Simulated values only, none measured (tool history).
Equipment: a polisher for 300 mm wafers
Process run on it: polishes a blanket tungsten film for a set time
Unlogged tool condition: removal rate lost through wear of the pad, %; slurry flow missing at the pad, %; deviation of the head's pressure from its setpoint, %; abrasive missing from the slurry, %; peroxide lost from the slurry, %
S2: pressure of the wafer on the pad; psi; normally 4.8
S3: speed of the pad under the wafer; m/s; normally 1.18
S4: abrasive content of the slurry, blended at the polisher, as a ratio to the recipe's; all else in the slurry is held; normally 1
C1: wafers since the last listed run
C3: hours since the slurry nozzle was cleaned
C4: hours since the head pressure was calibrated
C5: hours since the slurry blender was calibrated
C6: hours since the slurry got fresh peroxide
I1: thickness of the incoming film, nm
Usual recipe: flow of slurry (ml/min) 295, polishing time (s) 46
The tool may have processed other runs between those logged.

run 1 hour=0 | flow_of_slurry_(ml/min)=295 S2=4.8 S3=1.18 S4=1.2 polishing_time_(s)=46 | C1=0 wafers_polished_on_this_pad=1017 C3=267.4 C4=1136.8 C5=16.5 C6=95.1 | I1=1361.9 | film_removed_(nm)=352
run 2 hour=29.7 | flow_of_slurry_(ml/min)=295 S2=3.9 S3=1.18 S4=1 polishing_time_(s)=46 | C1=312 wafers_polished_on_this_pad=1330 C3=297.1 C4=1166.5 C5=46.2 C6=124.8 | I1=1355.2 | film_removed_(nm)=290.1
-- hour=46.9 slurry tank refilled with fresh slurry and peroxide
-- hour=61.3 worn pad replaced by a new one
run 3 hour=63.6 | flow_of_slurry_(ml/min)=295 S2=3.9 S3=1.18 S4=1 polishing_time_(s)=46 | C1=304 wafers_polished_on_this_pad=23 C3=331 C4=1200.4 C5=80.1 C6=16.7 | I1=1367.2 | film_removed_(nm)=309.2
run 4 hour=83.6 | flow_of_slurry_(ml/min)=295 S2=4.3 S3=1.18 S4=1 polishing_time_(s)=46 | C1=210 wafers_polished_on_this_pad=234 C3=351 C4=1220.4 C5=100.1 C6=36.7 | I1=1390.2 | film_removed_(nm)=317.2
run 5 hour=117.3 | flow_of_slurry_(ml/min)=295 S2=4.8 S3=1.18 S4=1 polishing_time_(s)=46 | C1=354 wafers_polished_on_this_pad=589 C3=384.7 C4=1254.1 C5=133.8 C6=70.4 | I1=1388.5 | film_removed_(nm)=332.8
run 6 hour=134.4 | flow_of_slurry_(ml/min)=295 S2=4.8 S3=1.18 S4=1.15 polishing_time_(s)=46 | C1=180 wafers_polished_on_this_pad=769 C3=401.8 C4=1271.2 C5=150.9 C6=87.5 | I1=1357.6 | film_removed_(nm)=346
-- hour=136.5 slurry blender recalibrated
run 7 hour=158.5 | flow_of_slurry_(ml/min)=295 S2=4.8 S3=1.18 S4=1 polishing_time_(s)=46 | C1=232 wafers_polished_on_this_pad=1002 C3=425.9 C4=1295.3 C5=22 C6=111.6 | I1=1370.1 | film_removed_(nm)=321.7
run 8 hour=180.4 | flow_of_slurry_(ml/min)=295 S2=4.8 S3=1.18 S4=1 polishing_time_(s)=46 | C1=230 wafers_polished_on_this_pad=1232 C3=447.8 C4=1317.2 C5=43.9 C6=133.5 | I1=1349.7 | film_removed_(nm)=319.2
-- hour=192.1 slurry tank refilled with fresh slurry and peroxide
-- hour=197.2 worn pad replaced by a new one
-- hour=210.9 head pressure recalibrated
run 9 hour=259.1 | flow_of_slurry_(ml/min)=295 S2=4.8 S3=1.18 S4=0.8 polishing_time_(s)=46 | C1=755 wafers_polished_on_this_pad=630 C3=526.5 C4=48.2 C5=122.6 C6=67 | I1=1395.9 | film_removed_(nm)=309.1
-- hour=269.2 slurry blender recalibrated
-- hour=273.7 slurry nozzle cleaned
run 10 hour=281.3 | flow_of_slurry_(ml/min)=295 S2=4.8 S3=1.18 S4=0.8 polishing_time_(s)=46 | C1=202 wafers_polished_on_this_pad=833 C3=7.6 C4=70.4 C5=12.1 C6=89.2 | I1=1383.9 | film_removed_(nm)=302.7
run 11 hour=302.4 | flow_of_slurry_(ml/min)=295 S2=4.8 S3=1.18 S4=1 polishing_time_(s)=46 | C1=222 wafers_polished_on_this_pad=1055 C3=28.7 C4=91.5 C5=33.2 C6=110.3 | I1=1352.1 | film_removed_(nm)=326.5
-- hour=325.4 slurry tank refilled with fresh slurry and peroxide
run 12 hour=327.3 | flow_of_slurry_(ml/min)=295 S2=4.8 S3=1.18 S4=1 polishing_time_(s)=46 | C1=251 wafers_polished_on_this_pad=1306 C3=53.6 C4=116.4 C5=58.1 C6=1.9 | I1=1376.8 | film_removed_(nm)=358.7
-- hour=346.1 worn pad replaced by a new one
run 13 hour=346.6 | flow_of_slurry_(ml/min)=295 S2=4.8 S3=1.18 S4=1 polishing_time_(s)=46 | C1=161 wafers_polished_on_this_pad=4 C3=72.9 C4=135.7 C5=77.4 C6=21.2 | I1=1359.7 | film_removed_(nm)=337.8
run 14 hour=380.7 | flow_of_slurry_(ml/min)=295 S2=4.8 S3=1.18 S4=1 polishing_time_(s)=46 | C1=359 wafers_polished_on_this_pad=364 C3=107 C4=169.8 C5=111.5 C6=55.3 | I1=1384.7 | film_removed_(nm)=342.9
run 15 hour=396.9 | flow_of_slurry_(ml/min)=295 S2=4.8 S3=1.18 S4=1 polishing_time_(s)=46 | C1=170 wafers_polished_on_this_pad=534 C3=123.2 C4=186 C5=127.7 C6=71.5 | I1=1378.9 | film_removed_(nm)=331.8
-- hour=401 slurry blender recalibrated
run 16 hour=425.5 | flow_of_slurry_(ml/min)=295 S2=4.8 S3=1.38 S4=0.85 polishing_time_(s)=46 | C1=280 wafers_polished_on_this_pad=814 C3=151.8 C4=214.6 C5=24.5 C6=100.1 | I1=1369.8 | film_removed_(nm)=342.8
run 17 hour=442.7 | flow_of_slurry_(ml/min)=215 S2=4.8 S3=1.3 S4=1 polishing_time_(s)=46 | C1=181 wafers_polished_on_this_pad=996 C3=169 C4=231.8 C5=41.7 C6=117.3 | I1=1348.5 | film_removed_(nm)=336.7
-- hour=453.3 slurry tank refilled with fresh slurry and peroxide
-- hour=475.1 worn pad replaced by a new one
run 18 hour=475.4 | flow_of_slurry_(ml/min)=295 S2=4.8 S3=1.18 S4=1.1 polishing_time_(s)=46 | C1=291 wafers_polished_on_this_pad=3 C3=201.7 C4=264.5 C5=74.4 C6=22.1 | I1=1355.8 | film_removed_(nm)=357.3
run 19 hour=509.6 | flow_of_slurry_(ml/min)=390 S2=4.8 S3=0.96 S4=1.1 polishing_time_(s)=46 | C1=360 wafers_polished_on_this_pad=363 C3=235.9 C4=298.7 C5=108.6 C6=56.3 | I1=1382.1 | film_removed_(nm)=304.8
-- hour=532.8 slurry blender recalibrated
run 20 hour=539.9 | flow_of_slurry_(ml/min)=395 S2=4.8 S3=1.18 S4=1 polishing_time_(s)=37 | C1=298 wafers_polished_on_this_pad=661 C3=266.2 C4=329 C5=7.1 C6=86.6 | I1=1365.1 | film_removed_(nm)=272.4
run 21 hour=554.4 | flow_of_slurry_(ml/min)=200 S2=4.8 S3=0.86 S4=0.7 polishing_time_(s)=33 | C1=152 wafers_polished_on_this_pad=814 C3=280.7 C4=343.5 C5=21.6 C6=101.1 | I1=1366 | film_removed_(nm)=163.8
run 22 hour=574 | flow_of_slurry_(ml/min)=210 S2=3.3 S3=0.86 S4=1.2 polishing_time_(s)=46 | C1=206 wafers_polished_on_this_pad=1020 C3=300.3 C4=363.1 C5=41.2 C6=120.7 | I1=1351.1 | film_removed_(nm)=228.1
-- hour=579.1 slurry tank refilled with fresh slurry and peroxide
run 23 hour=590 | flow_of_slurry_(ml/min)=190 S2=4.8 S3=1.18 S4=1 polishing_time_(s)=33 | C1=157 wafers_polished_on_this_pad=1178 C3=316.3 C4=379.1 C5=57.2 C6=10.9 | I1=1354.8 | film_removed_(nm)=242.8
run 24 hour=615.8 | flow_of_slurry_(ml/min)=295 S2=3.7 S3=1.06 S4=1 polishing_time_(s)=46 | C1=271 wafers_polished_on_this_pad=1450 C3=342.1 C4=404.9 C5=83 C6=36.7 | I1=1363.6 | film_removed_(nm)=269.1
-- hour=625.9 worn pad replaced by a new one
run 25 hour=629.5 | flow_of_slurry_(ml/min)=295 S2=4.8 S3=1.18 S4=1.2 polishing_time_(s)=59 | C1=102 wafers_polished_on_this_pad=38 C3=355.8 C4=418.6 C5=96.7 C6=50.4 | I1=1367.6 | film_removed_(nm)=465.2
run 26 hour=662.6 | flow_of_slurry_(ml/min)=295 S2=4.8 S3=1.18 S4=1 polishing_time_(s)=46 | C1=348 wafers_polished_on_this_pad=386 C3=388.9 C4=451.7 C5=129.8 C6=83.5 | I1=1353.3 | film_removed_(nm)=320.2
-- hour=690.9 slurry blender recalibrated
run 27 hour=692.4 | flow_of_slurry_(ml/min)=295 S2=6.5 S3=1.18 S4=1.3 polishing_time_(s)=39 | C1=292 wafers_polished_on_this_pad=679 C3=418.7 C4=481.5 C5=1.5 C6=113.3 | I1=1379.7 | film_removed_(nm)=366.4

Predict each of these 3 candidate next runs independently; none follows another, all start after run 27:
run A hour=692.8 | flow_of_slurry_(ml/min)=295 S2=3.2 S3=1.18 S4=1 polishing_time_(s)=46 | C1=4 wafers_polished_on_this_pad=683 C3=419.1 C4=481.9 C5=1.9 C6=113.7 | I1=1388.2 | film_removed_(nm)=?
run B hour=692.8 | flow_of_slurry_(ml/min)=240 S2=3.5 S3=0.86 S4=1 polishing_time_(s)=46 | C1=4 wafers_polished_on_this_pad=683 C3=419.1 C4=481.9 C5=1.9 C6=113.7 | I1=1388.2 | film_removed_(nm)=?
run C hour=692.8 | flow_of_slurry_(ml/min)=295 S2=4.8 S3=1.18 S4=1 polishing_time_(s)=53 | C1=4 wafers_polished_on_this_pad=683 C3=419.1 C4=481.9 C5=1.9 C6=113.7 | I1=1388.2 | film_removed_(nm)=?

run=A film_removed_(nm)=257
run=B film_removed_(nm)=214.3
run=C film_removed_(nm)=371.1
What these runs would have given with no unlogged condition in the tool:
run=A film_removed_(nm)=283.5
run=B film_removed_(nm)=236.4
run=C film_removed_(nm)=409.3

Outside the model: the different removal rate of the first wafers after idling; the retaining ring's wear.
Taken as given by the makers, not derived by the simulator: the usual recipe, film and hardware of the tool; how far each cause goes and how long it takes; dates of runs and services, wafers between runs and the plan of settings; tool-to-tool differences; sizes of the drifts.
